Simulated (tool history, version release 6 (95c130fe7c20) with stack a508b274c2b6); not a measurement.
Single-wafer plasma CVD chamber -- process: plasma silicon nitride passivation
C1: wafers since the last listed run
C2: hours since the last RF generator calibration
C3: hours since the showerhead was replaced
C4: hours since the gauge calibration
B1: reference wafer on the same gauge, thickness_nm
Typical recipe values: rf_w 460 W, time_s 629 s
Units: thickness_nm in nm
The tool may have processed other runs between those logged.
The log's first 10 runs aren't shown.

-- hour=881.1 gauge calibrated
run 11 hour=948.1 | rf_w=460 time_s=566 | C1=289 C2=1686.9 C3=6182.2 C4=67 | B1=856.203 | thickness_nm=805.192
run 12 hour=994.2 | rf_w=460 time_s=629 | C1=127 C2=1733 C3=6228.3 C4=113.1 | B1=854.633 | thickness_nm=896.124
run 13 hour=1094.7 | rf_w=460 time_s=629 | C1=278 C2=1833.5 C3=6328.8 C4=213.6 | B1=854.97 | thickness_nm=891.798
run 14 hour=1177.7 | rf_w=460 time_s=629 | C1=229 C2=1916.5 C3=6411.8 C4=296.6 | B1=855.351 | thickness_nm=894.27
-- hour=1235.8 RF generator calibrated
run 15 hour=1276.6 | rf_w=495 time_s=629 | C1=251 C2=40.8 C3=6510.7 C4=395.5 | B1=856.009 | thickness_nm=931.047
run 16 hour=1381.5 | rf_w=495 time_s=629 | C1=290 C2=145.7 C3=6615.6 C4=500.4 | B1=855.376 | thickness_nm=932.709
-- hour=1430.9 showerhead replaced
run 17 hour=1431.4 | rf_w=520 time_s=743 | C1=116 C2=195.6 C3=0.5 C4=550.3 | B1=854.525 | thickness_nm=1109.211
run 18 hour=1479.9 | rf_w=415 time_s=671 | C1=134 C2=244.1 C3=49 C4=598.8 | B1=855.499 | thickness_nm=940.171
run 19 hour=1534.4 | rf_w=405 time_s=588 | C1=150 C2=298.6 C3=103.5 C4=653.3 | B1=854.134 | thickness_nm=812.519
run 20 hour=1592 | rf_w=430 time_s=581 | C1=159 C2=356.2 C3=161.1 C4=710.9 | B1=855.346 | thickness_nm=820.397
run 21 hour=1644 | rf_w=460 time_s=629 | C1=144 C2=408.2 C3=213.1 C4=762.9 | B1=853.448 | thickness_nm=897.146
run 22 hour=1743.7 | rf_w=460 time_s=726 | C1=276 C2=507.9 C3=312.8 C4=862.6 | B1=855.943 | thickness_nm=1040.396
run 23 hour=1810.3 | rf_w=460 time_s=693 | C1=184 C2=574.5 C3=379.4 C4=929.2 | B1=854.956 | thickness_nm=991.335
run 24 hour=1871.4 | rf_w=460 time_s=629 | C1=169 C2=635.6 C3=440.5 C4=990.3 | B1=855.354 | thickness_nm=897.812
run 25 hour=1915.7 | rf_w=425 time_s=710 | C1=122 C2=679.9 C3=484.8 C4=1034.6 | B1=855.751 | thickness_nm=993.688
run 26 hour=1966.8 | rf_w=390 time_s=580 | C1=141 C2=731 C3=535.9 C4=1085.7 | B1=855.174 | thickness_nm=791.724

Forecast run 27:
run 27 hour=2020 | rf_w=460 time_s=629 | C1=147 C2=784.2 C3=589.1 C4=1138.9 | B1=? | thickness_nm=?

B1: 855.666
thickness_nm: 895.348 nm
Had the tool carried no hidden state, the very same run would have given thickness_nm 917.02 nm.

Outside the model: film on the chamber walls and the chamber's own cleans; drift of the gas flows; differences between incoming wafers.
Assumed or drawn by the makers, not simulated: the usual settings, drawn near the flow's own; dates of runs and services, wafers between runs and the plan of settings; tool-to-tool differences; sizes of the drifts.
